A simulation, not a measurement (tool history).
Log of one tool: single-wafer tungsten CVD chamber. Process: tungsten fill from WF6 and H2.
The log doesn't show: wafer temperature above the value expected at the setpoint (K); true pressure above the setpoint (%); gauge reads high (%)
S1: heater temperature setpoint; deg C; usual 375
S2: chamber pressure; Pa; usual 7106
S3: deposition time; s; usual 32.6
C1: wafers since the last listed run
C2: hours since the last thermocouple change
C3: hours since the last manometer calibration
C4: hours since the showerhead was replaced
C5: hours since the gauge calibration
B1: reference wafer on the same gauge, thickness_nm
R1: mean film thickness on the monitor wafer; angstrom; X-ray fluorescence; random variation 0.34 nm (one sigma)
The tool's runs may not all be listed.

| run | hour | S1 | S2 | S3 | C1 | C2 | C3 | C4 | C5 | B1 | R1 |
|---|---|---|---|---|---|---|---|---|---|---|---|
| 1 | 0 | 375 | 7106 | 32.6 | 0 | 759.7 | 1483.7 | 5134.4 | 163.7 | 79.391 | 748.19 |
| 2 | 14.8 | 375 | 7106 | 32.6 | 208 | 774.5 | 1498.5 | 5149.2 | 178.5 | 79.383 | 748.94 |
| 3 | 23.7 | 375 | 7106 | 32.6 | 125 | 783.4 | 1507.4 | 5158.1 | 187.4 | 79.297 | 737.61 |
| 4 | 36.6 | 375 | 7106 | 32.6 | 181 | 796.3 | 1520.3 | 5171 | 200.3 | 79.224 | 743.04 |
| 5 | 46.3 | 375 | 7106 | 32.6 | 136 | 806 | 1530 | 5180.7 | 210 | 79.321 | 747.27 |
| 6 | 61 | 375 | 7106 | 32.6 | 206 | 820.7 | 1544.7 | 5195.4 | 224.7 | 79.402 | 739.74 |
| 7 | 77.6 | 375 | 7106 | 32.6 | 233 | 837.3 | 1561.3 | 5212 | 241.3 | 79.28 | 737.85 |
| 8 | 85.8 | 375 | 7106 | 32.6 | 115 | 845.5 | 1569.5 | 5220.2 | 249.5 | 79.15 | 735.9 |
| 9 | 97.3 | 375 | 7773 | 32.6 | 161 | 857 | 1581 | 5231.7 | 261 | 79.229 | 772.43 |
| 10 | 105 | 375 | 7773 | 32.6 | 108 | 864.7 | 1588.7 | 5239.4 | 268.7 | 79.395 | 774.12 |
| 11 | 119.6 | 375 | 7773 | 32.6 | 205 | 879.3 | 1603.3 | 5254 | 283.3 | 79.263 | 763.94 |
| 12 | 128.4 | 375 | 7106 | 30.5 | 123 | 888.1 | 1612.1 | 5262.8 | 292.1 | 79.269 | 682.33 |
| 13 | 134.6 | 375 | 7106 | 32.6 | 87 | 894.3 | 1618.3 | 5269 | 298.3 | 79.411 | 730.01 |
|  | 146.1 | thermocouple changed; heater temperature recalibrated |
| 14 | 147.6 | 375 | 7106 | 32.6 | 70 | 1.5 | 1631.3 | 5282 | 311.3 | 79.416 | 805.06 |
| 15 | 161.6 | 375 | 6613 | 32.6 | 197 | 15.5 | 1645.3 | 5296 | 325.3 | 79.263 | 775.29 |
|  | 168.9 | gauge calibrated |
| 16 | 171.4 | 375 | 6613 | 32.6 | 137 | 25.3 | 1655.1 | 5305.8 | 2.5 | 79.358 | 770.77 |
| 17 | 180.7 | 375 | 6613 | 32.6 | 130 | 34.6 | 1664.4 | 5315.1 | 11.8 | 79.25 | 769.47 |
| 18 | 196.3 | 375 | 7106 | 36 | 219 | 50.2 | 1680 | 5330.7 | 27.4 | 79.285 | 884.25 |
| 19 | 209.2 | 383 | 6453 | 32.6 | 181 | 63.1 | 1692.9 | 5343.6 | 40.3 | 79.272 | 883.42 |
| 20 | 225.1 | 375 | 8279 | 32.6 | 223 | 79 | 1708.8 | 5359.5 | 56.2 | 79.531 | 872.08 |
|  | 240.6 | showerhead replaced, of another model than before |
| 21 | 241.1 | 375 | 7106 | 32.6 | 112 | 95 | 1724.8 | 0.5 | 72.2 | 79.286 | 807.4 |
| 22 | 260.6 | 375 | 7106 | 32.6 | 274 | 114.5 | 1744.3 | 20 | 91.7 | 79.35 | 800.87 |
| 23 | 287.2 | 381 | 6546 | 30.3 | 374 | 141.1 | 1770.9 | 46.6 | 118.3 | 79.21 | 792.62 |
| 24 | 303.1 | 375 | 7626 | 29.6 | 223 | 157 | 1786.8 | 62.5 | 134.2 | 79.111 | 761.8 |
| 25 | 314.4 | 386 | 5999 | 30.6 | 159 | 168.3 | 1798.1 | 73.8 | 145.5 | 79.37 | 812.4 |
|  | 331.5 | capacitance manometer re-zeroed and calibrated |
| 26 | 332 | 375 | 7653 | 26.3 | 135 | 185.9 | 0.5 | 91.4 | 163.1 | 79.284 | 679.36 |
| 27 | 340.9 | 389 | 7106 | 32.6 | 125 | 194.8 | 9.4 | 100.3 | 172 | 79.379 | 1019.71 |
| 28 | 354.1 | 384 | 7106 | 29.9 | 185 | 208 | 22.6 | 113.5 | 185.2 | 79.279 | 868.41 |
| 29 | 369.4 | 375 | 7626 | 32.6 | 215 | 223.3 | 37.9 | 128.8 | 200.5 | 79.155 | 840.89 |
| 30 | 381.7 | 362 | 5826 | 35.1 | 173 | 235.6 | 50.2 | 141.1 | 212.8 | 79.233 | 584.92 |
| 31 | 393.1 | 366 | 5360 | 32.6 | 160 | 247 | 61.6 | 152.5 | 224.2 | 79.451 | 549.58 |
| 32 | 409.1 | 375 | 7106 | 32.6 | 225 | 263 | 77.6 | 168.5 | 240.2 | 79.401 | 798.36 |
| 33 | 417.8 | 375 | 7106 | 32.6 | 122 | 271.7 | 86.3 | 177.2 | 248.9 | 79.27 | 802.11 |
| 34 | 433.5 | 375 | 8519 | 32.6 | 221 | 287.4 | 102 | 192.9 | 264.6 | 79.252 | 889.08 |

3 ways to go on from here, each from the tool as it stands after run 34. What would each give?
| A | 433.9 | 375 | 5426 | 32.6 | 5 | 287.8 | 102.4 | 193.3 | 265 | ? | ? |
| B | 433.9 | 381 | 8413 | 30 | 5 | 287.8 | 102.4 | 193.3 | 265 | ? | ? |
| C | 433.9 | 384 | 7106 | 32.6 | 5 | 287.8 | 102.4 | 193.3 | 265 | ? | ? |

| run | B1 | R1 |
|---|---|---|
| A | 79.267 | 650.83 |
| B | 79.267 | 904.91 |
| C | 79.267 | 932.84 |
Without the tool's hidden state the same runs would have given:
| run | R1 |
|---|---|
| A | 650.07 |
| B | 903.89 |
| C | 931.8 |
